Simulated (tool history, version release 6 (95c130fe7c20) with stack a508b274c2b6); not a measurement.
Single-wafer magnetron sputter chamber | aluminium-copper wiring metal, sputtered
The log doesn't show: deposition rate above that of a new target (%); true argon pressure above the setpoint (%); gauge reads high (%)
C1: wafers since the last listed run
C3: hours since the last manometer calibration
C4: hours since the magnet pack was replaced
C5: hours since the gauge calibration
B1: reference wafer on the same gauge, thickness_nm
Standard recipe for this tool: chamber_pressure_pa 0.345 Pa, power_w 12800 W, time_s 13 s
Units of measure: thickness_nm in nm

run 1 hour=0 | chamber_pressure_pa=0.345 power_w=12800 time_s=13 | C1=0 wafers_on_the_sputter_target=1192 C3=2805.9 C4=5319.1 C5=234.5 | B1=276.85 | thickness_nm=279.449
run 2 hour=12.4 | chamber_pressure_pa=0.315 power_w=12800 time_s=13 | C1=306 wafers_on_the_sputter_target=1498 C3=2818.3 C4=5331.5 C5=246.9 | B1=276.715 | thickness_nm=285.611
run 3 hour=45.8 | chamber_pressure_pa=0.315 power_w=12800 time_s=13 | C1=826 wafers_on_the_sputter_target=2324 C3=2851.7 C4=5364.9 C5=280.3 | B1=276.784 | thickness_nm=283.529
run 4 hour=61.4 | chamber_pressure_pa=0.315 power_w=12800 time_s=13 | C1=385 wafers_on_the_sputter_target=2710 C3=2867.3 C4=5380.5 C5=295.9 | B1=277.287 | thickness_nm=284.004
run 5 hour=86.4 | chamber_pressure_pa=0.345 power_w=15200 time_s=13 | C1=618 wafers_on_the_sputter_target=3329 C3=2892.3 C4=5405.5 C5=320.9 | B1=276.719 | thickness_nm=321.401
-- hour=105.2 sputter target and shields replaced
run 6 hour=120.4 | chamber_pressure_pa=0.345 power_w=15200 time_s=13 | C1=643 wafers_on_the_sputter_target=375 C3=2926.3 C4=5439.5 C5=354.9 | B1=277.01 | thickness_nm=337.914
run 7 hour=133.7 | chamber_pressure_pa=0.345 power_w=15200 time_s=13 | C1=328 wafers_on_the_sputter_target=704 C3=2939.6 C4=5452.8 C5=368.2 | B1=277.135 | thickness_nm=330.793
run 8 hour=155.9 | chamber_pressure_pa=0.345 power_w=12800 time_s=13 | C1=549 wafers_on_the_sputter_target=1253 C3=2961.8 C4=5475 C5=390.4 | B1=276.79 | thickness_nm=281.375
run 9 hour=189.7 | chamber_pressure_pa=0.345 power_w=12800 time_s=13.9 | C1=835 wafers_on_the_sputter_target=2089 C3=2995.6 C4=5508.8 C5=424.2 | B1=277.104 | thickness_nm=297.777
run 10 hour=207.6 | chamber_pressure_pa=0.345 power_w=12800 time_s=13 | C1=442 wafers_on_the_sputter_target=2532 C3=3013.5 C4=5526.7 C5=442.1 | B1=276.369 | thickness_nm=275.96
run 11 hour=235.1 | chamber_pressure_pa=0.464 power_w=15900 time_s=13 | C1=680 wafers_on_the_sputter_target=3212 C3=3041 C4=5554.2 C5=469.6 | B1=277.184 | thickness_nm=318.28
-- hour=251.1 capacitance manometer re-zeroed and calibrated
run 12 hour=260.6 | chamber_pressure_pa=0.345 power_w=12800 time_s=12.3 | C1=432 wafers_on_the_sputter_target=3645 C3=9.5 C4=5579.7 C5=495.1 | B1=277.075 | thickness_nm=260.814
-- hour=271.7 sputter target and shields replaced
run 13 hour=287.1 | chamber_pressure_pa=0.345 power_w=12800 time_s=13 | C1=457 wafers_on_the_sputter_target=381 C3=36 C4=5606.2 C5=521.6 | B1=276.701 | thickness_nm=288.518
run 14 hour=300.6 | chamber_pressure_pa=0.47 power_w=12800 time_s=11.9 | C1=333 wafers_on_the_sputter_target=715 C3=49.5 C4=5619.7 C5=535.1 | B1=277.028 | thickness_nm=249.884

Run 15, settings as shown, results not yet in. Your forecast:
-- hour=302.7 gauge calibrated
run 15 hour=330.8 | chamber_pressure_pa=0.345 power_w=12800 time_s=13 | C1=746 wafers_on_the_sputter_target=1462 C3=79.7 C4=5649.9 C5=28.1 | B1=? | thickness_nm=?

{"run 15": {"B1": 277.01, "thickness_nm": 282.575}}
On a tool with no hidden condition, and with the same random variation, this run would have come out at thickness_nm 294.857 nm.
